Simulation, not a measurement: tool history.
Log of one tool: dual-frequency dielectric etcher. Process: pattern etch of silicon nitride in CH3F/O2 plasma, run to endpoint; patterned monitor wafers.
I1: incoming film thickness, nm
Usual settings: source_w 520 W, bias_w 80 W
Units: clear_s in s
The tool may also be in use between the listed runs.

{"run": 1, "day": 0.0, "source_w": 520, "bias_w": 80, "I1": 74.5, "clear_s": 64.7}
{"run": 2, "day": 0.621, "source_w": 520, "bias_w": 80, "I1": 74.9, "clear_s": 64.4}
{"run": 3, "day": 1.371, "source_w": 520, "bias_w": 80, "I1": 75.6, "clear_s": 65.2}
{"run": 4, "day": 1.742, "source_w": 520, "bias_w": 80, "I1": 74.2, "clear_s": 64.6}
{"run": 5, "day": 2.067, "source_w": 520, "bias_w": 80, "I1": 74.8, "clear_s": 64.2}
{"run": 6, "day": 2.675, "source_w": 520, "bias_w": 80, "I1": 74.9, "clear_s": 63.7}
{"run": 7, "day": 3.675, "source_w": 520, "bias_w": 80, "I1": 74.7, "clear_s": 64.8}
{"run": 8, "day": 3.988, "source_w": 520, "bias_w": 80, "I1": 75.5, "clear_s": 65}
{"run": 9, "day": 4.512, "source_w": 520, "bias_w": 80, "I1": 74.5, "clear_s": 63.9}
{"run": 10, "day": 4.975, "source_w": 520, "bias_w": 80, "I1": 74.4, "clear_s": 63.2}
{"run": 11, "day": 5.521, "source_w": 520, "bias_w": 80, "I1": 73.9, "clear_s": 63.6}
{"run": 12, "day": 5.996, "source_w": 520, "bias_w": 80, "I1": 75.1, "clear_s": 64.8}
{"run": 13, "day": 6.658, "source_w": 520, "bias_w": 80, "I1": 75, "clear_s": 63.6}
{"run": 14, "day": 7.096, "source_w": 520, "bias_w": 80, "I1": 74.2, "clear_s": 62.8}
{"day": 8.25, "done": "upper electrode replaced"}
{"run": 15, "day": 8.271, "source_w": 520, "bias_w": 80, "I1": 75.1, "clear_s": 63.4}
{"run": 16, "day": 8.288, "source_w": 520, "bias_w": 92, "I1": 74.4, "clear_s": 59.3}
{"run": 17, "day": 8.304, "source_w": 440, "bias_w": 74, "I1": 74.2, "clear_s": 68.7}
{"day": 8.475, "done": "source power generator calibrated"}
{"day": 9.442, "done": "bias power generator calibrated"}
{"day": 10.092, "done": "wet clean of the chamber"}
{"run": 18, "day": 10.112, "source_w": 390, "bias_w": 80, "I1": 75.3, "clear_s": 74.5}
{"run": 19, "day": 10.379, "source_w": 520, "bias_w": 80, "I1": 74.6, "clear_s": 66.6}
{"run": 20, "day": 10.696, "source_w": 590, "bias_w": 100, "I1": 74.7, "clear_s": 58.7}
{"run": 21, "day": 10.946, "source_w": 550, "bias_w": 80, "I1": 74, "clear_s": 64.5}
{"run": 22, "day": 11.479, "source_w": 620, "bias_w": 80, "I1": 75.6, "clear_s": 63.6}
{"run": 23, "day": 11.833, "source_w": 570, "bias_w": 60, "I1": 74.6, "clear_s": 70.8}
{"run": 24, "day": 12.275, "source_w": 520, "bias_w": 80, "I1": 74.4, "clear_s": 65.8}
{"run": 25, "day": 12.654, "source_w": 520, "bias_w": 80, "I1": 75.1, "clear_s": 67.1}
{"run": 26, "day": 13.179, "source_w": 460, "bias_w": 92, "I1": 74.9, "clear_s": 65.6}
{"run": 27, "day": 13.746, "source_w": 520, "bias_w": 80, "I1": 73.9, "clear_s": 65.4}
{"run": 28, "day": 14.192, "source_w": 410, "bias_w": 80, "I1": 75.4, "clear_s": 72.9}

The same runs without the tool's hidden state, with the same run-to-run variation:
The hidden state here: etch rate over this chamber's usual, %; source power that arrives over what is set, %; bias power that arrives over what is set, %.
run=1 clear_s=66.6
run=2 clear_s=66.4
run=3 clear_s=67.4
run=4 clear_s=66.7
run=5 clear_s=66.4
run=6 clear_s=66
run=7 clear_s=67.4
run=8 clear_s=67.6
run=9 clear_s=66.6
run=10 clear_s=65.9
run=11 clear_s=66.4
run=12 clear_s=67.8
run=13 clear_s=66.6
run=14 clear_s=65.9
run=15 clear_s=66.7
run=16 clear_s=62.4
run=17 clear_s=72.3
run=18 clear_s=74.2
run=19 clear_s=66.4
run=20 clear_s=58.6
run=21 clear_s=64.4
run=22 clear_s=63.6
run=23 clear_s=70.9
run=24 clear_s=66
run=25 clear_s=67.4
run=26 clear_s=65.9
run=27 clear_s=65.8
run=28 clear_s=73.5
